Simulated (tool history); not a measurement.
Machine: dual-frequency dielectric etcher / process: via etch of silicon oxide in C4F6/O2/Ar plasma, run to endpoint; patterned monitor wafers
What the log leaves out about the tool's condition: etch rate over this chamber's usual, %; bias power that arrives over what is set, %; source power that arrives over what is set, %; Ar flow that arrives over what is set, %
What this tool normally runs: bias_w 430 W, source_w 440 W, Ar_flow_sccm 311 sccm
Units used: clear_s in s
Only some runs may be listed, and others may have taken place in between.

| run | hour | bias_w | source_w | Ar_flow_sccm | wafers since the last listed run | hours since the last wet clean | hours since the last bias power generator calibration | hours since the last source power generator calibration | hours since the last Ar flow controller change | hours since the last upper electrode change | incoming incoming film thickness, nm | clear_s |
|---|---|---|---|---|---|---|---|---|---|---|---|---|
| 1 | 0.0 | 430 | 440 | 311 | 0 | 520.0 | 1738.6 | 1684.8 | 1126.9 | 3145.2 | 183.7 | 39.1 |
|  | 28.9 | source power generator calibrated |
|  | 50.1 | wet clean of the chamber |
| 2 | 52.0 | 430 | 440 | 311 | 254 | 1.9 | 1790.6 | 23.1 | 1178.9 | 3197.2 | 181.1 | 41.4 |
|  | 68.9 | bias power generator calibrated |
| 3 | 75.1 | 430 | 510 | 311 | 181 | 25.0 | 6.2 | 46.2 | 1202.0 | 3220.3 | 181.8 | 39.3 |
|  | 113.6 | upper electrode replaced |
| 4 | 114.1 | 430 | 350 | 311 | 142 | 64.0 | 45.2 | 85.2 | 1241.0 | 0.5 | 182.6 | 44.9 |
| 5 | 114.4 | 430 | 350 | 311 | 2 | 64.3 | 45.5 | 85.5 | 1241.3 | 0.8 | 182.0 | 45.3 |
| 6 | 139.0 | 430 | 440 | 311 | 233 | 88.9 | 70.1 | 110.1 | 1265.9 | 25.4 | 181.4 | 41.1 |
| 7 | 154.8 | 430 | 440 | 311 | 150 | 104.7 | 85.9 | 125.9 | 1281.7 | 41.2 | 183.1 | 41.1 |
| 8 | 174.2 | 430 | 440 | 311 | 184 | 124.1 | 105.3 | 145.3 | 1301.1 | 60.6 | 184.3 | 41.6 |
| 9 | 201.9 | 430 | 440 | 311 | 262 | 151.8 | 133.0 | 173.0 | 1328.8 | 88.3 | 182.6 | 41.0 |
| 10 | 224.9 | 535 | 510 | 252 | 218 | 174.8 | 156.0 | 196.0 | 1351.8 | 111.3 | 181.7 | 35.1 |
| 11 | 241.6 | 518 | 440 | 280 | 158 | 191.5 | 172.7 | 212.7 | 1368.5 | 128.0 | 180.5 | 37.5 |
| 12 | 268.5 | 430 | 440 | 311 | 255 | 218.4 | 199.6 | 239.6 | 1395.4 | 154.9 | 183.6 | 40.5 |
| 13 | 285.8 | 514 | 400 | 287 | 164 | 235.7 | 216.9 | 256.9 | 1412.7 | 172.2 | 183.9 | 39.6 |
|  | 305.2 | Ar flow controller replaced |
| 14 | 308.4 | 430 | 440 | 311 | 157 | 258.3 | 239.5 | 279.5 | 3.2 | 194.8 | 183.2 | 40.6 |
| 15 | 332.1 | 461 | 550 | 284 | 225 | 282.0 | 263.2 | 303.2 | 26.9 | 218.5 | 182.3 | 36.2 |
| 16 | 351.8 | 430 | 440 | 311 | 187 | 301.7 | 282.9 | 322.9 | 46.6 | 238.2 | 181.6 | 40.2 |
| 17 | 372.8 | 518 | 440 | 280 | 199 | 322.7 | 303.9 | 343.9 | 67.6 | 259.2 | 183.5 | 37.8 |
| 18 | 401.5 | 517 | 350 | 311 | 272 | 351.4 | 332.6 | 372.6 | 96.3 | 287.9 | 182.6 | 41.1 |
| 19 | 420.8 | 430 | 440 | 311 | 183 | 370.7 | 351.9 | 391.9 | 115.6 | 307.2 | 180.1 | 39.5 |
| 20 | 443.1 | 430 | 440 | 311 | 211 | 393.0 | 374.2 | 414.2 | 137.9 | 329.5 | 181.1 | 39.2 |
| 21 | 473.1 | 430 | 440 | 311 | 284 | 423.0 | 404.2 | 444.2 | 167.9 | 359.5 | 181.3 | 39.4 |
| 22 | 502.2 | 430 | 440 | 251 | 276 | 452.1 | 433.3 | 473.3 | 197.0 | 388.6 | 182.8 | 38.9 |
|  | 545.6 | wet clean of the chamber |
| 23 | 546.1 | 430 | 500 | 311 | 188 | 0.5 | 477.2 | 517.2 | 240.9 | 432.5 | 181.7 | 39.1 |
| 24 | 565.0 | 386 | 340 | 339 | 179 | 19.4 | 496.1 | 536.1 | 259.8 | 451.4 | 183.2 | 48.2 |
| 25 | 608.9 | 430 | 440 | 311 | 416 | 63.3 | 540.0 | 580.0 | 303.7 | 495.3 | 183.5 | 41.1 |
| 26 | 627.0 | 396 | 520 | 260 | 171 | 81.4 | 558.1 | 598.1 | 321.8 | 513.4 | 181.3 | 38.7 |
| 27 | 654.7 | 396 | 490 | 241 | 262 | 109.1 | 585.8 | 625.8 | 349.5 | 541.1 | 180.0 | 38.0 |
| 28 | 675.7 | 359 | 550 | 250 | 199 | 130.1 | 606.8 | 646.8 | 370.5 | 562.1 | 182.0 | 38.6 |
| 29 | 688.9 | 430 | 500 | 340 | 125 | 143.3 | 620.0 | 660.0 | 383.7 | 575.3 | 182.7 | 39.3 |
| 30 | 704.0 | 323 | 440 | 311 | 143 | 158.4 | 635.1 | 675.1 | 398.8 | 590.4 | 181.2 | 44.2 |

Alternative continuations, all from the tool just after run 30; predict every row:
| A | 704.4 | 371 | 440 | 311 | 3 | 158.8 | 635.5 | 675.5 | 399.2 | 590.8 | 182.8 | ? |
| B | 704.4 | 430 | 370 | 311 | 3 | 158.8 | 635.5 | 675.5 | 399.2 | 590.8 | 182.8 | ? |
| C | 704.4 | 382 | 440 | 354 | 3 | 158.8 | 635.5 | 675.5 | 399.2 | 590.8 | 182.8 | ? |

| run | clear_s |
|---|---|
| A | 42.4 |
| B | 43.5 |
| C | 42.7 |
With the hidden condition removed and each run's random variation left untouched, the same runs would have given:
| run | clear_s |
|---|---|
| A | 43.2 |
| B | 44.3 |
| C | 43.5 |
